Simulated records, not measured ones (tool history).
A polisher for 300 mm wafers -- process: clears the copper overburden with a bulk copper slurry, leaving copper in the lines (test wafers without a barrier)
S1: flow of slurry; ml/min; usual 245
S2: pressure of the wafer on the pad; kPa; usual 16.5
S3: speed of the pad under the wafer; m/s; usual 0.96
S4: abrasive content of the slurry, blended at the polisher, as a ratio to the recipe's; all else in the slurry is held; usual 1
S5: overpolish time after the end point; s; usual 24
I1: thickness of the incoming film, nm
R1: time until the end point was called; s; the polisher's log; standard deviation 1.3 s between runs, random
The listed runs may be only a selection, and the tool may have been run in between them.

run 1 hour=0 | S1=245 S2=16.5 S3=0.96 S4=1 S5=24 | I1=612.3 | R1=84.6
-- hour=13.4 head pressure recalibrated
-- hour=14.6 worn pad replaced by a new one
run 2 hour=26.1 | S1=245 S2=16.5 S3=0.96 S4=1 S5=24 | I1=617.5 | R1=88.3
run 3 hour=38.1 | S1=245 S2=16.5 S3=0.96 S4=1 S5=24 | I1=616.6 | R1=87.4
run 4 hour=52.8 | S1=245 S2=16.5 S3=0.96 S4=1 S5=24 | I1=625.2 | R1=90.6
run 5 hour=62.6 | S1=245 S2=16.5 S3=0.96 S4=1 S5=24 | I1=620.5 | R1=92.8
run 6 hour=77.1 | S1=190 S2=16.5 S3=0.76 S4=1 S5=24 | I1=625.1 | R1=120.5
run 7 hour=84.4 | S1=245 S2=16.5 S3=0.96 S4=1 S5=24 | I1=620.7 | R1=91.2
run 8 hour=92 | S1=245 S2=12.4 S3=0.96 S4=0.85 S5=24 | I1=630 | R1=126.9
run 9 hour=100.1 | S1=220 S2=16.5 S3=0.96 S4=1 S5=24 | I1=619.2 | R1=93
-- hour=116.3 slurry blender recalibrated
run 10 hour=116.8 | S1=295 S2=16.5 S3=0.96 S4=1 S5=24 | I1=629.7 | R1=86.5
-- hour=121.1 worn pad replaced by a new one
run 11 hour=129.3 | S1=320 S2=16.5 S3=0.96 S4=1 S5=12 | I1=631.5 | R1=91.1
run 12 hour=144.2 | S1=215 S2=16.5 S3=0.96 S4=1.3 S5=24 | I1=623.1 | R1=91.1
run 13 hour=151.8 | S1=245 S2=20.7 S3=0.96 S4=1 S5=24 | I1=606.4 | R1=71.4
run 14 hour=161.8 | S1=185 S2=14.5 S3=0.96 S4=1.1 S5=32 | I1=610.8 | R1=111.4
run 15 hour=178 | S1=245 S2=16.5 S3=0.96 S4=0.8 S5=24 | I1=615.5 | R1=94.6
run 16 hour=185.8 | S1=245 S2=16.5 S3=0.96 S4=1 S5=24 | I1=621.3 | R1=91.6
run 17 hour=193.5 | S1=180 S2=16.5 S3=0.96 S4=1 S5=24 | I1=617.9 | R1=99.9
run 18 hour=209.5 | S1=245 S2=13.8 S3=0.96 S4=1 S5=34 | I1=617.5 | R1=113.9
run 19 hour=225.3 | S1=210 S2=16.5 S3=1.06 S4=1 S5=28 | I1=617.8 | R1=88.5
-- hour=231.6 worn pad replaced by a new one
run 20 hour=241.8 | S1=285 S2=16.5 S3=1.16 S4=1.1 S5=34 | I1=616.9 | R1=74.8
run 21 hour=256.2 | S1=210 S2=16.5 S3=0.96 S4=1 S5=36 | I1=612.1 | R1=96.7
-- hour=265.2 slurry nozzle cleaned
run 22 hour=269.5 | S1=245 S2=16.5 S3=0.96 S4=1 S5=24 | I1=623.9 | R1=85.9
run 23 hour=286 | S1=245 S2=16.5 S3=0.96 S4=1 S5=17 | I1=618.3 | R1=86
run 24 hour=301.7 | S1=245 S2=11 S3=0.96 S4=1 S5=29 | I1=625.2 | R1=132.9
run 25 hour=313.8 | S1=225 S2=13.1 S3=0.8 S4=1 S5=24 | I1=623.8 | R1=134.3
run 26 hour=321.5 | S1=245 S2=20.7 S3=0.96 S4=1 S5=28 | I1=610.3 | R1=69.5
-- hour=328.4 worn pad replaced by a new one
run 27 hour=333.4 | S1=165 S2=22.1 S3=0.96 S4=1 S5=24 | I1=634.2 | R1=75.2
run 28 hour=347 | S1=245 S2=16.5 S3=0.96 S4=1 S5=24 | I1=617.4 | R1=90.8
run 29 hour=360.3 | S1=180 S2=16.5 S3=0.96 S4=1 S5=24 | I1=627.7 | R1=97.1

Had the tool no unlogged condition, and each run kept its random variation, what would the results have been?
What the log doesn't record here: removal rate lost through wear of the pad, %; slurry flow missing at the pad, %; deviation of the head's pressure from its setpoint, %; abrasive missing from the slurry, %.
run=1 R1=83.4
run=2 R1=85.9
run=3 R1=84.5
run=4 R1=86.9
run=5 R1=88.6
run=6 R1=112.6
run=7 R1=86.3
run=8 R1=119.8
run=9 R1=86.9
run=10 R1=81.9
run=11 R1=86.5
run=12 R1=83.8
run=13 R1=66.2
run=14 R1=100.5
run=15 R1=87.3
run=16 R1=84.4
run=17 R1=89.2
run=18 R1=104.6
run=19 R1=79.9
run=20 R1=69.3
run=21 R1=87
run=22 R1=85.1
run=23 R1=84.3
run=24 R1=129
run=25 R1=129
run=26 R1=66.7
run=27 R1=69.9
run=28 R1=85.9
run=29 R1=89.2
